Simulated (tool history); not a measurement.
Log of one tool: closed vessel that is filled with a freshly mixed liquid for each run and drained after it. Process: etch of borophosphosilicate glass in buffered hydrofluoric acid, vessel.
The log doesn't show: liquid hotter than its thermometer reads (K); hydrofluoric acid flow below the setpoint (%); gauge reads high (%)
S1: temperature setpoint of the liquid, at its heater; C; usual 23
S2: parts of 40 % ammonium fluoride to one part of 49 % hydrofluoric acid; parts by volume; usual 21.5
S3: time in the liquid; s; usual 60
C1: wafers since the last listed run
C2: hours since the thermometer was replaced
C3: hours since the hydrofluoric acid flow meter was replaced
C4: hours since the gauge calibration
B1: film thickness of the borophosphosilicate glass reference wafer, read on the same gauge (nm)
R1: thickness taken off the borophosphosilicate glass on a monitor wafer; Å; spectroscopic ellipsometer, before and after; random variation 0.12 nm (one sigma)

run,hour,S1,S2,S3,C1,C2,C3,C4,B1,R1
1,0,23,21.5,60,0,652.6,1614.2,1034.1,80.01,382.3
2,65.7,23,21.5,60,7143,718.3,1679.9,1099.8,79.97,385.9
# hour 95.8: thermometer replaced
3,121.6,23,21.5,60,5969,25.8,1735.8,1155.7,79.98,384.5
4,193.3,23,21.5,60,7796,97.5,1807.5,1227.4,79.98,381.7
5,227.7,23,21.5,60,3740,131.9,1841.9,1261.8,79.99,381.1
6,299,23,18.5,60,7752,203.2,1913.2,1333.1,80,430.4
7,341.6,23,18.5,60,4631,245.8,1955.8,1375.7,80.01,431.8
8,525.1,23,18.5,60,19952,429.3,2139.3,1559.2,80.01,427.8
9,549.3,23,21.5,60,2631,453.5,2163.5,1583.4,80.01,383.4
# hour 586.1: hydrofluoric acid flow meter replaced
10,588.6,23,21.5,60,4164,492.8,2.5,1622.7,79.97,391
# hour 613.4: gauge calibrated
11,745.4,23,21.5,60,17049,649.6,159.3,132,79.96,390.8
12,800.4,23,21.5,60,5980,704.6,214.3,187,80.02,388.2
# hour 805.6: thermometer replaced
13,859.1,23,21.5,60,6273,53.5,273,245.7,80,391.2
14,900.6,21,21.5,70,4512,95,314.5,287.2,80,405.4
15,955.3,23,21.5,60,5947,149.7,369.2,341.9,79.99,390.2
16,1009,20.5,14.5,40,5838,203.4,422.9,395.6,79.97,324.3
17,1065.7,23,21.5,60,6165,260.1,479.6,452.3,80.04,388
18,1106.9,23,15,60,4479,301.3,520.8,493.5,80.03,541.5
19,1137.4,23,24.5,60,3316,331.8,551.3,524,80.01,353.2
20,1178.2,26.5,18.5,35,4436,372.6,592.1,564.8,80.02,310.9
21,1216.6,23,27,60,4175,411,630.5,603.2,79.97,329.5
22,1241.4,23,21.5,60,2696,435.8,655.3,628,79.97,386.6
23,1311.7,25.5,26.5,75,7643,506.1,725.6,698.3,80.01,481
24,1357.1,23,28.5,60,4936,551.5,771,743.7,80.04,319.3

Forecast each of these 4 alternatives for the next run:
A,1357.8,26,21.5,60,76,552.2,771.7,744.4,?,?
B,1357.8,23,21.5,30,76,552.2,771.7,744.4,?,?
C,1357.8,20,15,30,76,552.2,771.7,744.4,?,?
D,1357.8,21.5,21.5,90,76,552.2,771.7,744.4,?,?

run,B1,R1
A,79.96,456.3
B,79.96,194
C,79.96,229
D,79.96,535.9
Without the tool's hidden state the same runs would have given:
run,R1
A,460
B,195.5
C,231.7
D,540.3

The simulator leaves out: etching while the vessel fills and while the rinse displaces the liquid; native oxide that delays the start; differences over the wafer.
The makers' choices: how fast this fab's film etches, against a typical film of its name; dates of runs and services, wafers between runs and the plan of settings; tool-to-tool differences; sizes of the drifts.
